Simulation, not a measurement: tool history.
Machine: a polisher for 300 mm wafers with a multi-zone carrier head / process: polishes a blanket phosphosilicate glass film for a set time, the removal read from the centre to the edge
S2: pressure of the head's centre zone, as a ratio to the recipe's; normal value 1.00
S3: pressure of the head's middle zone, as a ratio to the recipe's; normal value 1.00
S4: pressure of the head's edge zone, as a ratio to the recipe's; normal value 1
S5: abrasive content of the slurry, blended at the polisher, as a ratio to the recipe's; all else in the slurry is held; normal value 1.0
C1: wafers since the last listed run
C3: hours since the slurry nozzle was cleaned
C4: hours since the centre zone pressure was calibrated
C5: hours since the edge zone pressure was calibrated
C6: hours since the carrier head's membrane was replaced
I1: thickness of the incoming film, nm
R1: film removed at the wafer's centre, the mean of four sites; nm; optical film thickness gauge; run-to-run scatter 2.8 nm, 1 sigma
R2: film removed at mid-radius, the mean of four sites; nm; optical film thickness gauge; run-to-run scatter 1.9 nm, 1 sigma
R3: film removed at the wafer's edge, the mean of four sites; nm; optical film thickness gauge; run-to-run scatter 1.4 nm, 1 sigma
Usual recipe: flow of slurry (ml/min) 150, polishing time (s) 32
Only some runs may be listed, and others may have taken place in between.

run 1 hour=0.0 | flow_of_slurry_(ml/min)=135 S2=1.00 S3=1.00 S4=1 S5=1.0 polishing_time_(s)=32 | C1=0 wafers_polished_on_this_pad=981 C3=176.5 C4=1169.4 C5=611.4 C6=39.5 | I1=3524.2 | R1=195.0 R2=196.9 R3=204.3
-- hour=2.5 centre zone pressure recalibrated
-- hour=13.6 worn pad replaced by a new one
run 2 hour=14.1 | flow_of_slurry_(ml/min)=135 S2=1.00 S3=1.00 S4=1 S5=1.0 polishing_time_(s)=32 | C1=137 wafers_polished_on_this_pad=7 C3=190.6 C4=11.6 C5=625.5 C6=53.6 | I1=3453.5 | R1=213.4 R2=208.1 R3=216.7
run 3 hour=24.2 | flow_of_slurry_(ml/min)=135 S2=1.00 S3=1.00 S4=1 S5=1.0 polishing_time_(s)=32 | C1=171 wafers_polished_on_this_pad=179 C3=200.7 C4=21.7 C5=635.6 C6=63.7 | I1=3459.9 | R1=211.5 R2=210.9 R3=216.8
run 4 hour=39.6 | flow_of_slurry_(ml/min)=150 S2=1.11 S3=1.06 S4=1 S5=0.8 polishing_time_(s)=21 | C1=262 wafers_polished_on_this_pad=442 C3=216.1 C4=37.1 C5=651.0 C6=79.1 | I1=3510.2 | R1=141.0 R2=134.1 R3=129.6
run 5 hour=46.3 | flow_of_slurry_(ml/min)=150 S2=1.00 S3=1.00 S4=1 S5=1.0 polishing_time_(s)=32 | C1=114 wafers_polished_on_this_pad=556 C3=222.8 C4=43.8 C5=657.7 C6=85.8 | I1=3486.8 | R1=209.5 R2=208.8 R3=217.2
run 6 hour=55.1 | flow_of_slurry_(ml/min)=150 S2=1.00 S3=1.10 S4=1 S5=1.0 polishing_time_(s)=32 | C1=149 wafers_polished_on_this_pad=705 C3=231.6 C4=52.6 C5=666.5 C6=94.6 | I1=3488.9 | R1=204.5 R2=227.0 R3=213.5
run 7 hour=67.5 | flow_of_slurry_(ml/min)=150 S2=1.00 S3=1.00 S4=1 S5=1.0 polishing_time_(s)=32 | C1=211 wafers_polished_on_this_pad=917 C3=244.0 C4=65.0 C5=678.9 C6=107.0 | I1=3534.2 | R1=202.7 R2=201.1 R3=209.4
run 8 hour=79.5 | flow_of_slurry_(ml/min)=180 S2=1.00 S3=1.00 S4=1 S5=1.0 polishing_time_(s)=32 | C1=204 wafers_polished_on_this_pad=1121 C3=256.0 C4=77.0 C5=690.9 C6=119.0 | I1=3566.4 | R1=204.3 R2=209.1 R3=205.9
run 9 hour=87.1 | flow_of_slurry_(ml/min)=195 S2=1.00 S3=1.00 S4=1 S5=1.0 polishing_time_(s)=32 | C1=129 wafers_polished_on_this_pad=1250 C3=263.6 C4=84.6 C5=698.5 C6=126.6 | I1=3453.8 | R1=209.0 R2=201.8 R3=204.7
-- hour=91.0 slurry nozzle cleaned
run 10 hour=96.6 | flow_of_slurry_(ml/min)=150 S2=1.00 S3=1.00 S4=1 S5=1.0 polishing_time_(s)=32 | C1=144 wafers_polished_on_this_pad=1395 C3=5.6 C4=94.1 C5=708.0 C6=136.1 | I1=3460.9 | R1=189.5 R2=192.1 R3=195.9
run 11 hour=104.1 | flow_of_slurry_(ml/min)=150 S2=0.90 S3=1.00 S4=1 S5=0.9 polishing_time_(s)=32 | C1=127 wafers_polished_on_this_pad=1523 C3=13.1 C4=101.6 C5=715.5 C6=143.6 | I1=3543.8 | R1=161.4 R2=180.1 R3=181.8

Run 12 comes next. What will it give?
-- hour=108.3 worn pad replaced by a new one
run 12 hour=111.0 | flow_of_slurry_(ml/min)=150 S2=1.00 S3=0.89 S4=1 S5=1.0 polishing_time_(s)=32 | C1=49 wafers_polished_on_this_pad=46 C3=20.0 C4=108.5 C5=722.4 C6=150.5 | I1=3577.0 | R1=? R2=? R3=?

{"run 12": {"R1": 208.9, "R2": 193.8, "R3": 219.2}}
On a tool with no hidden condition, and with the same random variation, this run would have come out at R1 212.6 nm, R2 197.2 nm, R3 223.1 nm.

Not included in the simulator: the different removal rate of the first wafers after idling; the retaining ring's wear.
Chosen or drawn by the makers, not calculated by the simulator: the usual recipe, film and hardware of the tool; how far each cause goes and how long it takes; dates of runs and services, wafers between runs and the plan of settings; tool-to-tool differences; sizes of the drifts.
